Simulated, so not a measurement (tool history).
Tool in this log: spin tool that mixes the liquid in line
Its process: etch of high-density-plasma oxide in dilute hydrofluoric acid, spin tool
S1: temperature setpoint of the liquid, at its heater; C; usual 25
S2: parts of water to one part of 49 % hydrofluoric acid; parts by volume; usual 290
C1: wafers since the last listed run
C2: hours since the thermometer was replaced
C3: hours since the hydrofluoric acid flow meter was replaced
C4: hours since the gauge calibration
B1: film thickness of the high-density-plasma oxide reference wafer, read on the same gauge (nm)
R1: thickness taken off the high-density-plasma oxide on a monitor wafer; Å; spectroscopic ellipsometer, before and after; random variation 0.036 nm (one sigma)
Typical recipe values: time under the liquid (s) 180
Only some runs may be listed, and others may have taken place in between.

{"run": 1, "day": 0.0, "S1": 28.5, "S2": 290, "time under the liquid (s)": 180, "C1": 0, "C2": 2133.5, "C3": 115.4, "C4": 735.6, "B1": 139.96, "R1": 65.4}
{"day": 3.342, "done": "gauge calibrated"}
{"run": 2, "day": 3.758, "S1": 28.5, "S2": 290, "time under the liquid (s)": 180, "C1": 776, "C2": 2223.7, "C3": 205.6, "C4": 10, "B1": 140, "R1": 65.4}
{"run": 3, "day": 5.308, "S1": 25, "S2": 290, "time under the liquid (s)": 180, "C1": 320, "C2": 2260.9, "C3": 242.8, "C4": 47.2, "B1": 139.98, "R1": 58.3}
{"run": 4, "day": 9.708, "S1": 25, "S2": 290, "time under the liquid (s)": 180, "C1": 909, "C2": 2366.5, "C3": 348.4, "C4": 152.8, "B1": 140.01, "R1": 59}
{"run": 5, "day": 12.579, "S1": 25, "S2": 290, "time under the liquid (s)": 180, "C1": 593, "C2": 2435.4, "C3": 417.3, "C4": 221.7, "B1": 140.01, "R1": 58.5}
{"run": 6, "day": 15.404, "S1": 21.5, "S2": 290, "time under the liquid (s)": 180, "C1": 583, "C2": 2503.2, "C3": 485.1, "C4": 289.5, "B1": 139.99, "R1": 52.1}
{"run": 7, "day": 17.908, "S1": 21.5, "S2": 290, "time under the liquid (s)": 180, "C1": 517, "C2": 2563.3, "C3": 545.2, "C4": 349.6, "B1": 139.99, "R1": 52.8}
{"run": 8, "day": 21.708, "S1": 25, "S2": 385, "time under the liquid (s)": 180, "C1": 785, "C2": 2654.5, "C3": 636.4, "C4": 440.8, "B1": 140, "R1": 41.1}
{"run": 9, "day": 26.033, "S1": 25, "S2": 385, "time under the liquid (s)": 180, "C1": 893, "C2": 2758.3, "C3": 740.2, "C4": 544.6, "B1": 139.99, "R1": 41.2}
{"day": 28.25, "done": "thermometer replaced"}
{"run": 10, "day": 30.438, "S1": 25, "S2": 290, "time under the liquid (s)": 180, "C1": 901, "C2": 52.5, "C3": 845.9, "C4": 650.3, "B1": 140.02, "R1": 59.5}
{"run": 11, "day": 34.0, "S1": 25, "S2": 330, "time under the liquid (s)": 180, "C1": 736, "C2": 138, "C3": 931.4, "C4": 735.8, "B1": 140.01, "R1": 51.1}
{"run": 12, "day": 37.562, "S1": 28, "S2": 180, "time under the liquid (s)": 260, "C1": 736, "C2": 223.5, "C3": 1016.9, "C4": 821.3, "B1": 140, "R1": 175.4}
{"run": 13, "day": 40.1, "S1": 26.5, "S2": 290, "time under the liquid (s)": 285, "C1": 524, "C2": 284.4, "C3": 1077.8, "C4": 882.2, "B1": 139.99, "R1": 100.6}
{"day": 40.871, "done": "gauge calibrated"}
{"run": 14, "day": 43.225, "S1": 28, "S2": 290, "time under the liquid (s)": 220, "C1": 645, "C2": 359.4, "C3": 1152.8, "C4": 56.5, "B1": 140.01, "R1": 82.5}
{"run": 15, "day": 45.938, "S1": 26.5, "S2": 420, "time under the liquid (s)": 125, "C1": 560, "C2": 424.5, "C3": 1217.9, "C4": 121.6, "B1": 140.01, "R1": 27.1}
{"run": 16, "day": 48.788, "S1": 25, "S2": 350, "time under the liquid (s)": 180, "C1": 588, "C2": 492.9, "C3": 1286.3, "C4": 190, "B1": 140.02, "R1": 47.5}
{"day": 49.258, "done": "hydrofluoric acid flow meter replaced"}
{"run": 17, "day": 53.162, "S1": 23.5, "S2": 290, "time under the liquid (s)": 120, "C1": 895, "C2": 597.9, "C3": 93.7, "C4": 295, "B1": 139.98, "R1": 36.3}
{"run": 18, "day": 55.562, "S1": 26.5, "S2": 290, "time under the liquid (s)": 285, "C1": 495, "C2": 655.5, "C3": 151.3, "C4": 352.6, "B1": 140.02, "R1": 96}
{"run": 19, "day": 57.471, "S1": 20.5, "S2": 200, "time under the liquid (s)": 180, "C1": 394, "C2": 701.3, "C3": 197.1, "C4": 398.4, "B1": 139.97, "R1": 78.4}
{"run": 20, "day": 59.233, "S1": 29, "S2": 165, "time under the liquid (s)": 180, "C1": 364, "C2": 743.6, "C3": 239.4, "C4": 440.7, "B1": 140, "R1": 134}
{"run": 21, "day": 62.242, "S1": 25, "S2": 290, "time under the liquid (s)": 180, "C1": 621, "C2": 815.8, "C3": 311.6, "C4": 512.9, "B1": 139.96, "R1": 58.5}

4 ways to go on from here, each from the tool as it stands after run 21. What would each give?
{"run": "A", "day": 62.262, "S1": 25, "S2": 290, "time under the liquid (s)": 135, "C1": 4, "C2": 816.3, "C3": 312.1, "C4": 513.4, "B1": "?", "R1": "?"}
{"run": "B", "day": 62.262, "S1": 25, "S2": 290, "time under the liquid (s)": 265, "C1": 4, "C2": 816.3, "C3": 312.1, "C4": 513.4, "B1": "?", "R1": "?"}
{"run": "C", "day": 62.262, "S1": 28, "S2": 340, "time under the liquid (s)": 180, "C1": 4, "C2": 816.3, "C3": 312.1, "C4": 513.4, "B1": "?", "R1": "?"}
{"run": "D", "day": 62.262, "S1": 23.5, "S2": 380, "time under the liquid (s)": 180, "C1": 4, "C2": 816.3, "C3": 312.1, "C4": 513.4, "B1": "?", "R1": "?"}

run=A B1=139.98 R1=44.1
run=B B1=139.98 R1=86.5
run=C B1=139.98 R1=52.7
run=D B1=139.98 R1=39.2
Without the tool's unlogged condition, the same runs would have read:
run=A R1=43.3
run=B R1=84.9
run=C R1=51.7
run=D R1=38.4
